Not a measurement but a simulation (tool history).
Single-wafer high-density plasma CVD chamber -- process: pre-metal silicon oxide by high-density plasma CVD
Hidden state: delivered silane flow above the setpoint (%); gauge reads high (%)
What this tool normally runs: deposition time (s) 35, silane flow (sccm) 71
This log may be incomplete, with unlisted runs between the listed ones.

| run | hour | deposition time (s) | silane flow (sccm) | wafers since the last listed run | hours since the silane flow controller was replaced | hours since the gauge calibration | read-back reference wafer on the same gauge, thickness_nm | mean film thickness on the monitor wafer (Å) |
|---|---|---|---|---|---|---|---|---|
| 1 | 0 | 35 | 71 | 0 | 2231.8 | 424.2 | 230.754 | 2485.29 |
| 2 | 21.3 | 35 | 71 | 510 | 2253.1 | 445.5 | 231.107 | 2483.36 |
| 3 | 56 | 35 | 71 | 832 | 2287.8 | 480.2 | 231.025 | 2489.25 |
| 4 | 90.9 | 35 | 71 | 836 | 2322.7 | 515.1 | 230.987 | 2491.08 |
| 5 | 115.3 | 35 | 71 | 585 | 2347.1 | 539.5 | 230.718 | 2488.87 |
| 6 | 134.9 | 35 | 71 | 469 | 2366.7 | 559.1 | 231.098 | 2494.93 |
|  | 163 | gauge calibrated |
| 7 | 166.8 | 35 | 71 | 764 | 2398.6 | 3.8 | 230.969 | 2501.32 |
| 8 | 189.7 | 30.1 | 71 | 549 | 2421.5 | 26.7 | 231.069 | 2151.46 |
| 9 | 208 | 30.1 | 71 | 438 | 2439.8 | 45 | 231.038 | 2163.65 |
| 10 | 226.6 | 35 | 71 | 446 | 2458.4 | 63.6 | 231.001 | 2508.81 |
| 11 | 253 | 29.7 | 77 | 633 | 2484.8 | 90 | 230.79 | 2299.48 |
| 12 | 265.8 | 29.7 | 77 | 306 | 2497.6 | 102.8 | 230.807 | 2306.58 |
| 13 | 282 | 37.9 | 77 | 388 | 2513.8 | 119 | 230.951 | 2939.6 |
| 14 | 311.3 | 37.9 | 77 | 702 | 2543.1 | 148.3 | 231.105 | 2947.65 |
| 15 | 345.5 | 37.9 | 77 | 820 | 2577.3 | 182.5 | 230.988 | 2947.01 |
| 16 | 422.4 | 35 | 71 | 1844 | 2654.2 | 259.4 | 231.084 | 2524.35 |
| 17 | 444.1 | 35 | 71 | 520 | 2675.9 | 281.1 | 231.07 | 2537.48 |
| 18 | 458 | 35 | 71 | 333 | 2689.8 | 295 | 231.171 | 2528.43 |
| 19 | 471.4 | 35 | 71 | 321 | 2703.2 | 308.4 | 230.917 | 2522.38 |
| 20 | 506.4 | 29.5 | 71 | 839 | 2738.2 | 343.4 | 230.895 | 2131.61 |
| 21 | 523.2 | 35 | 60 | 402 | 2755 | 360.2 | 230.942 | 2151.39 |
| 22 | 557.6 | 35 | 71 | 824 | 2789.4 | 394.6 | 230.954 | 2538.47 |
| 23 | 581.5 | 29.3 | 76 | 573 | 2813.3 | 418.5 | 231.005 | 2263.67 |
| 24 | 606.2 | 30.3 | 83 | 592 | 2838 | 443.2 | 231.066 | 2567.01 |
| 25 | 626.1 | 35 | 71 | 477 | 2857.9 | 463.1 | 230.951 | 2545.22 |
| 26 | 650.2 | 37.8 | 62 | 577 | 2882 | 487.2 | 231.133 | 2423.07 |
| 27 | 680.5 | 38.7 | 71 | 726 | 2912.3 | 517.5 | 231.111 | 2828.25 |
|  | 680.6 | gauge calibrated |
| 28 | 696.7 | 39.9 | 78 | 388 | 2928.5 | 16.1 | 230.921 | 3192.02 |
| 29 | 716.1 | 30 | 71 | 465 | 2947.9 | 35.5 | 230.931 | 2192.24 |
| 30 | 728.6 | 39.9 | 61 | 299 | 2960.4 | 48 | 230.86 | 2519.68 |
| 31 | 751.6 | 30.1 | 82 | 551 | 2983.4 | 71 | 230.972 | 2528.81 |
|  | 764.5 | silane flow controller replaced |
| 32 | 858.7 | 35 | 71 | 2376 | 94.2 | 178.1 | 230.968 | 2406.43 |
| 33 | 878.5 | 28.2 | 81 | 474 | 114 | 197.9 | 231.345 | 2211.86 |
| 34 | 902.3 | 29.1 | 84 | 570 | 137.8 | 221.7 | 231.018 | 2369.66 |
| 35 | 999.9 | 30.2 | 76 | 2340 | 235.4 | 319.3 | 230.67 | 2230.39 |
| 36 | 1012 | 30.3 | 76 | 290 | 247.5 | 331.4 | 230.902 | 2221.93 |
| 37 | 1028.2 | 35 | 71 | 388 | 263.7 | 347.6 | 230.718 | 2408.08 |
| 38 | 1045.4 | 31 | 71 | 412 | 280.9 | 364.8 | 230.787 | 2136.35 |

How the hidden state differs across the entries between the runs, from the last listed run before each to the first after it:
From run 6 to run 7: gauge calibrated (hour 163)
  delivered silane flow above the setpoint (%): 4.46 -> 4.57
  difference, measured minus the result without the unlogged condition, mean film thickness on the monitor wafer (Å): +104.11 -> +106.82
From run 27 to run 28: gauge calibrated (hour 680.6)
  delivered silane flow above the setpoint (%): 6.52 -> 6.59
  difference, measured minus the result without the unlogged condition, mean film thickness on the monitor wafer (Å): +169.2 -> +192.83
From run 31 to run 32: silane flow controller replaced (hour 764.5)
  delivered silane flow above the setpoint (%): 6.82 -> 0.59
  difference, measured minus the result without the unlogged condition, mean film thickness on the monitor wafer (Å): +157.8 -> +13.78
